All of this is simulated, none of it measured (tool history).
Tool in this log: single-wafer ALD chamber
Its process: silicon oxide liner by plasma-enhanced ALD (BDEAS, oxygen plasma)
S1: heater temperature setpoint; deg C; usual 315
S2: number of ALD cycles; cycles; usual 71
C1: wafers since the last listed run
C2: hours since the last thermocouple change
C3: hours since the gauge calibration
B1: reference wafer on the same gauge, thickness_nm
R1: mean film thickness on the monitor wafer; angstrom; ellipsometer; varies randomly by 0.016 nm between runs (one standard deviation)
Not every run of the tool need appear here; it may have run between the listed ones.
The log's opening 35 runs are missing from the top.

{"run": 36, "hour": 2842.0, "S1": 305, "S2": 84, "C1": 331, "C2": 763.5, "C3": 1177.7, "B1": 6.803, "R1": 78.31}
{"run": 37, "hour": 2898.8, "S1": 301, "S2": 59, "C1": 224, "C2": 820.3, "C3": 1234.5, "B1": 6.798, "R1": 55.72}
{"run": 38, "hour": 3002.3, "S1": 309, "S2": 66, "C1": 408, "C2": 923.8, "C3": 1338, "B1": 6.799, "R1": 61.13}
{"run": 39, "hour": 3182.9, "S1": 304, "S2": 66, "C1": 712, "C2": 1104.4, "C3": 1518.6, "B1": 6.799, "R1": 62.01}
{"run": 40, "hour": 3228.4, "S1": 320, "S2": 67, "C1": 179, "C2": 1149.9, "C3": 1564.1, "B1": 6.797, "R1": 60.82}
{"run": 41, "hour": 3316.7, "S1": 315, "S2": 71, "C1": 348, "C2": 1238.2, "C3": 1652.4, "B1": 6.801, "R1": 64.71}
{"run": 42, "hour": 3410.0, "S1": 310, "S2": 78, "C1": 368, "C2": 1331.5, "C3": 1745.7, "B1": 6.802, "R1": 71.99}
{"run": 43, "hour": 3481.9, "S1": 315, "S2": 71, "C1": 283, "C2": 1403.4, "C3": 1817.6, "B1": 6.804, "R1": 65.04}

4 options for the next run, each taken on its own from the tool as it stands now. Forecast them:
{"run": "A", "hour": 3482.4, "S1": 315, "S2": 71, "C1": 1, "C2": 1403.9, "C3": 1818.1, "B1": "?", "R1": "?"}
{"run": "B", "hour": 3482.4, "S1": 330, "S2": 83, "C1": 1, "C2": 1403.9, "C3": 1818.1, "B1": "?", "R1": "?"}
{"run": "C", "hour": 3482.4, "S1": 308, "S2": 66, "C1": 1, "C2": 1403.9, "C3": 1818.1, "B1": "?", "R1": "?"}
{"run": "D", "hour": 3482.4, "S1": 306, "S2": 57, "C1": 1, "C2": 1403.9, "C3": 1818.1, "B1": "?", "R1": "?"}

run=A B1=6.799 R1=65.04
run=B B1=6.799 R1=74.19
run=C B1=6.799 R1=61.14
run=D B1=6.799 R1=53.09
Without the tool's unlogged condition, the same runs would have read:
run=A R1=64.51
run=B R1=73.58
run=C R1=60.65
run=D R1=52.55

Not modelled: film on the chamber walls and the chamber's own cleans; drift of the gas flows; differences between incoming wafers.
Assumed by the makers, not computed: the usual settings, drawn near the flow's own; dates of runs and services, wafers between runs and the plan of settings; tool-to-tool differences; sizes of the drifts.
